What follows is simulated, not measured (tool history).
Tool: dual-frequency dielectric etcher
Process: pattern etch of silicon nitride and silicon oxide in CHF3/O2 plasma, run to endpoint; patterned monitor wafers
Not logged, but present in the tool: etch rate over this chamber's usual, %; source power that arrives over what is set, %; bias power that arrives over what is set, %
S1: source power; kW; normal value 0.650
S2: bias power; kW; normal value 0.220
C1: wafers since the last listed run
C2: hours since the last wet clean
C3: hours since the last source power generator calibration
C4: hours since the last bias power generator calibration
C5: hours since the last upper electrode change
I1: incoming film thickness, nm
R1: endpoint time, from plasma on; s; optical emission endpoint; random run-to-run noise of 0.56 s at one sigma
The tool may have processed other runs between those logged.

{"run": 1, "hour": 0.0, "S1": 0.54, "S2": 0.22, "C1": 0, "C2": 389.2, "C3": 3561.4, "C4": 1618.8, "C5": 3240.3, "I1": 294.5, "R1": 194.9}
{"run": 2, "hour": 7.9, "S1": 0.54, "S2": 0.22, "C1": 61, "C2": 397.1, "C3": 3569.3, "C4": 1626.7, "C5": 3248.2, "I1": 293.1, "R1": 194.1}
{"run": 3, "hour": 17.8, "S1": 0.54, "S2": 0.22, "C1": 76, "C2": 407.0, "C3": 3579.2, "C4": 1636.6, "C5": 3258.1, "I1": 294.4, "R1": 193.7}
{"run": 4, "hour": 24.1, "S1": 0.65, "S2": 0.249, "C1": 48, "C2": 413.3, "C3": 3585.5, "C4": 1642.9, "C5": 3264.4, "I1": 295.3, "R1": 168.5}
{"run": 5, "hour": 35.5, "S1": 0.65, "S2": 0.249, "C1": 88, "C2": 424.7, "C3": 3596.9, "C4": 1654.3, "C5": 3275.8, "I1": 296.3, "R1": 169.5}
{"hour": 64.7, "done": "source power generator calibrated"}
{"hour": 71.1, "done": "upper electrode replaced"}
{"run": 6, "hour": 71.6, "S1": 0.65, "S2": 0.22, "C1": 199, "C2": 460.8, "C3": 6.9, "C4": 1690.4, "C5": 0.5, "I1": 296.2, "R1": 178.5}
{"run": 7, "hour": 72.0, "S1": 0.61, "S2": 0.25, "C1": 3, "C2": 461.2, "C3": 7.3, "C4": 1690.8, "C5": 0.9, "I1": 295.3, "R1": 172.4}
{"run": 8, "hour": 78.0, "S1": 0.76, "S2": 0.256, "C1": 46, "C2": 467.2, "C3": 13.3, "C4": 1696.8, "C5": 6.9, "I1": 291.2, "R1": 152.6}
{"run": 9, "hour": 94.2, "S1": 0.5, "S2": 0.234, "C1": 125, "C2": 483.4, "C3": 29.5, "C4": 1713.0, "C5": 23.1, "I1": 296.6, "R1": 195.5}
{"run": 10, "hour": 101.7, "S1": 0.65, "S2": 0.22, "C1": 58, "C2": 490.9, "C3": 37.0, "C4": 1720.5, "C5": 30.6, "I1": 294.1, "R1": 175.9}
{"run": 11, "hour": 112.5, "S1": 0.59, "S2": 0.241, "C1": 83, "C2": 501.7, "C3": 47.8, "C4": 1731.3, "C5": 41.4, "I1": 293.2, "R1": 176.5}
{"hour": 129.5, "done": "bias power generator calibrated"}
{"hour": 145.5, "done": "wet clean of the chamber"}
{"run": 12, "hour": 146.3, "S1": 0.55, "S2": 0.242, "C1": 107, "C2": 0.8, "C3": 81.6, "C4": 16.8, "C5": 75.2, "I1": 294.1, "R1": 190.4}
{"run": 13, "hour": 162.5, "S1": 0.65, "S2": 0.22, "C1": 125, "C2": 17.0, "C3": 97.8, "C4": 33.0, "C5": 91.4, "I1": 294.2, "R1": 183.4}
{"run": 14, "hour": 176.3, "S1": 0.8, "S2": 0.18, "C1": 106, "C2": 30.8, "C3": 111.6, "C4": 46.8, "C5": 105.2, "I1": 295.7, "R1": 184.9}
{"run": 15, "hour": 188.1, "S1": 0.51, "S2": 0.199, "C1": 91, "C2": 42.6, "C3": 123.4, "C4": 58.6, "C5": 117.0, "I1": 297.7, "R1": 218.2}

Predict each of these 4 candidate next runs independently; none follows another, all start after run 15:
{"run": "A", "hour": 188.6, "S1": 0.65, "S2": 0.204, "C1": 3, "C2": 43.1, "C3": 123.9, "C4": 59.1, "C5": 117.5, "I1": 295.3, "R1": "?"}
{"run": "B", "hour": 188.6, "S1": 0.49, "S2": 0.194, "C1": 3, "C2": 43.1, "C3": 123.9, "C4": 59.1, "C5": 117.5, "I1": 295.3, "R1": "?"}
{"run": "C", "hour": 188.6, "S1": 0.65, "S2": 0.205, "C1": 3, "C2": 43.1, "C3": 123.9, "C4": 59.1, "C5": 117.5, "I1": 295.3, "R1": "?"}
{"run": "D", "hour": 188.6, "S1": 0.65, "S2": 0.237, "C1": 3, "C2": 43.1, "C3": 123.9, "C4": 59.1, "C5": 117.5, "I1": 295.3, "R1": "?"}

run=A R1=190.2
run=B R1=222.8
run=C R1=189.8
run=D R1=178.0
Without the tool's unlogged condition, the same runs would have read:
run=A R1=192.7
run=B R1=225.7
run=C R1=192.3
run=D R1=180.3
